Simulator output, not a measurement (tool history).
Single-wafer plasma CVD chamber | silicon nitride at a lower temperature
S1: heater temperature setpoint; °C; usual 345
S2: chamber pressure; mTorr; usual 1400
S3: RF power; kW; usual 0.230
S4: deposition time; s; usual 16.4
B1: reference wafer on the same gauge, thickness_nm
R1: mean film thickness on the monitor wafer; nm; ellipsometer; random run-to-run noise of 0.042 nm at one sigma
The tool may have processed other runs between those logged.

run   hour   S1    S2     S3    S4      B1      R1
  1    0.0  345  1400  0.215  16.4  13.595  13.328
  2   30.2  345  1400  0.230  16.4  13.598  14.151
  3   62.5  345  1400  0.230  16.4  13.600  14.103
  4   87.7  345  1400  0.230  16.4  13.606  14.007
     110.7  -- thermocouple changed; heater temperature recalibrated
  5  111.2  345  1400  0.230  16.4  13.611  14.068
     127.2  -- capacitance manometer re-zeroed and calibrated
  6  141.5  345  1400  0.230  16.4  13.600  13.959
  7  160.1  345  1400  0.230  16.4  13.596  13.955
  8  194.5  345  1400  0.230  16.4  13.605  14.006
     209.7  -- gauge calibrated
     227.0  -- showerhead replaced
  9  227.5  333  1400  0.250  16.4  13.614  14.988
 10  236.0  331  1160  0.230  13.8  13.602  11.417
 11  252.2  345  1400  0.230  16.4  13.601  13.896
     277.0  -- RF generator calibrated
 12  277.5  345  1400  0.230  16.4  13.612  14.875
 13  305.8  345  1720  0.215  17.7  13.594  15.784
 14  323.4  345  1400  0.230  16.4  13.605  14.924
 15  345.1  356  1400  0.190  16.4  13.598  12.495
 16  367.8  349  1400  0.250  16.4  13.594  16.049

Below are 5 alternative next runs, each starting from the tool's condition after run 16. Predict each:
  A  368.2  345  1400  0.230  16.4   ?   ?
  B  368.2  340  1400  0.230  16.4   ?   ?
  C  368.2  345  1400  0.190  18.6   ?   ?
  D  368.2  345  1400  0.230  17.6   ?   ?
  E  368.2  355  1490  0.200  16.4   ?   ?

run      B1      R1
  A  13.607  14.924
  B  13.607  14.951
  C  13.607  14.212
  D  13.607  16.013
  E  13.607  13.263
Without the tool's unlogged condition, the same runs would have read:
run      R1
  A  15.138
  B  15.166
  C  14.426
  D  16.243
  E  13.453

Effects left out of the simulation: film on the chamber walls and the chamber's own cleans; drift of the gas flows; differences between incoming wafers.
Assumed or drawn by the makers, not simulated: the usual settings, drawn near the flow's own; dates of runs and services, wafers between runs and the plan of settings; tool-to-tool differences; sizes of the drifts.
